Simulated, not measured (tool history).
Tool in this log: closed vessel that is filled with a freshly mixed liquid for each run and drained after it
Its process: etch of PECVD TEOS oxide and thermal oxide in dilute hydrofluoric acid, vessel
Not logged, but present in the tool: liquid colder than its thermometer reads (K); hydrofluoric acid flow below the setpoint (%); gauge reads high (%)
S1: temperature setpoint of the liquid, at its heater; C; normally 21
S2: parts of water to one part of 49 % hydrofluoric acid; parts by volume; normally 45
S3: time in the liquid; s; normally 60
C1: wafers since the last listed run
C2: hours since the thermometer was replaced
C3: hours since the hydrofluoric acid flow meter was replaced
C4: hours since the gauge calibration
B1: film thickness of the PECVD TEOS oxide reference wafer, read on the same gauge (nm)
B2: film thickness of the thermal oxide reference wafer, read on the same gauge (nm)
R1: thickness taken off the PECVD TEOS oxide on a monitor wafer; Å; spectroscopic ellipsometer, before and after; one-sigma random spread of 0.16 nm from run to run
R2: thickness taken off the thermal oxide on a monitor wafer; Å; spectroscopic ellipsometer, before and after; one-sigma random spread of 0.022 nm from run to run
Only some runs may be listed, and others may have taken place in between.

run 1 hour=0 | S1=21 S2=45 S3=75 | C1=0 C2=2103.5 C3=448.5 C4=1270.3 | B1=90 B2=40.01 | R1=288.9 R2=73.8
run 2 hour=31.6 | S1=18.5 S2=45 S3=60 | C1=4587 C2=2135.1 C3=480.1 C4=1301.9 | B1=89.98 B2=40.01 | R1=213.4 R2=52.9
run 3 hour=76.8 | S1=18.5 S2=45 S3=60 | C1=6561 C2=2180.3 C3=525.3 C4=1347.1 | B1=90.02 B2=40.02 | R1=208.3 R2=52.7
run 4 hour=140.8 | S1=18.5 S2=45 S3=60 | C1=9290 C2=2244.3 C3=589.3 C4=1411.1 | B1=89.96 B2=39.99 | R1=210.1 R2=52.5
-- hour=163.4 gauge calibrated
run 5 hour=205 | S1=17.5 S2=45 S3=50 | C1=9319 C2=2308.5 C3=653.5 C4=41.6 | B1=89.96 B2=39.99 | R1=167.3 R2=42
run 6 hour=409.9 | S1=21 S2=45 S3=60 | C1=29744 C2=2513.4 C3=858.4 C4=246.5 | B1=90.04 B2=39.99 | R1=230.4 R2=58.6
run 7 hour=448.3 | S1=21 S2=45 S3=40 | C1=5574 C2=2551.8 C3=896.8 C4=284.9 | B1=89.95 B2=40.01 | R1=154.9 R2=38.9
run 8 hour=481.3 | S1=21 S2=50 S3=90 | C1=4790 C2=2584.8 C3=929.8 C4=317.9 | B1=89.95 B2=39.99 | R1=311.3 R2=78.2
run 9 hour=533.4 | S1=22.5 S2=60 S3=45 | C1=7563 C2=2636.9 C3=981.9 C4=370 | B1=90.07 B2=40.01 | R1=136.1 R2=34.1
run 10 hour=564.1 | S1=21 S2=45 S3=60 | C1=4456 C2=2667.6 C3=1012.6 C4=400.7 | B1=90.02 B2=40 | R1=230.2 R2=58.2
run 11 hour=606.8 | S1=17 S2=55 S3=30 | C1=6198 C2=2710.3 C3=1055.3 C4=443.4 | B1=90 B2=39.99 | R1=79.4 R2=19.7
run 12 hour=648.1 | S1=24.5 S2=65 S3=60 | C1=5995 C2=2751.6 C3=1096.6 C4=484.7 | B1=90.03 B2=40.01 | R1=181 R2=45.4
run 13 hour=712.7 | S1=21 S2=60 S3=60 | C1=9377 C2=2816.2 C3=1161.2 C4=549.3 | B1=89.96 B2=39.98 | R1=173.6 R2=42.4
run 14 hour=763.9 | S1=21 S2=45 S3=80 | C1=7432 C2=2867.4 C3=1212.4 C4=600.5 | B1=90.01 B2=39.99 | R1=305.9 R2=77.2
run 15 hour=813.1 | S1=21 S2=25 S3=60 | C1=7142 C2=2916.6 C3=1261.6 C4=649.7 | B1=89.98 B2=40 | R1=430.1 R2=106
run 16 hour=861.9 | S1=17.5 S2=45 S3=45 | C1=7084 C2=2965.4 C3=1310.4 C4=698.5 | B1=90.01 B2=40.02 | R1=147.5 R2=37.1
-- hour=865.6 hydrofluoric acid flow meter replaced
-- hour=917.3 thermometer replaced
run 17 hour=926.7 | S1=21 S2=35 S3=60 | C1=9116 C2=9.4 C3=61.1 C4=763.3 | B1=89.97 B2=40.01 | R1=316.9 R2=79.1
run 18 hour=960.6 | S1=21 S2=45 S3=60 | C1=4921 C2=43.3 C3=95 C4=797.2 | B1=90.02 B2=40 | R1=245 R2=61.2
run 19 hour=1004.1 | S1=26 S2=45 S3=80 | C1=6314 C2=86.8 C3=138.5 C4=840.7 | B1=90.01 B2=39.98 | R1=398.7 R2=100
run 20 hour=1046.9 | S1=17 S2=30 S3=75 | C1=6213 C2=129.6 C3=181.3 C4=883.5 | B1=89.98 B2=39.99 | R1=387.6 R2=97.9
run 21 hour=1112.9 | S1=22.5 S2=30 S3=50 | C1=9580 C2=195.6 C3=247.3 C4=949.5 | B1=89.99 B2=40.01 | R1=332 R2=81.8
run 22 hour=1277 | S1=19.5 S2=45 S3=85 | C1=23821 C2=359.7 C3=411.4 C4=1113.6 | B1=89.95 B2=40.01 | R1=321.1 R2=80.5
run 23 hour=1346.9 | S1=21 S2=45 S3=60 | C1=10146 C2=429.6 C3=481.3 C4=1183.5 | B1=89.96 B2=40.01 | R1=243.9 R2=60.8
run 24 hour=1398.6 | S1=21 S2=45 S3=75 | C1=7504 C2=481.3 C3=533 C4=1235.2 | B1=90 B2=40.01 | R1=302.8 R2=75.9
run 25 hour=1423.6 | S1=24 S2=35 S3=50 | C1=3629 C2=506.3 C3=558 C4=1260.2 | B1=89.99 B2=39.98 | R1=297.6 R2=74.3
run 26 hour=1471.8 | S1=23 S2=50 S3=95 | C1=6996 C2=554.5 C3=606.2 C4=1308.4 | B1=90.03 B2=39.99 | R1=375.2 R2=93

What if the next run were any one of these 4? Each begins from the tool's condition after run 26:
run A hour=1472.5 | S1=21 S2=45 S3=60 | C1=101 C2=555.2 C3=606.9 C4=1309.1 | B1=? B2=? | R1=? R2=?
run B hour=1472.5 | S1=24.5 S2=30 S3=30 | C1=101 C2=555.2 C3=606.9 C4=1309.1 | B1=? B2=? | R1=? R2=?
run C hour=1472.5 | S1=21 S2=55 S3=30 | C1=101 C2=555.2 C3=606.9 C4=1309.1 | B1=? B2=? | R1=? R2=?
run D hour=1472.5 | S1=18 S2=30 S3=60 | C1=101 C2=555.2 C3=606.9 C4=1309.1 | B1=? B2=? | R1=? R2=?

run=A B1=89.96 B2=40 R1=243.4 R2=60.4
run=B B1=89.96 B2=40 R1=215.6 R2=53.5
run=C B1=89.96 B2=40 R1=98.4 R2=24.4
run=D B1=89.96 B2=40 R1=326.5 R2=81
Stripped of hidden state, with their random variation kept, the same runs would have yielded:
run=A R1=246 R2=61
run=B R1=217.9 R2=54
run=C R1=99.4 R2=24.7
run=D R1=330.1 R2=81.9
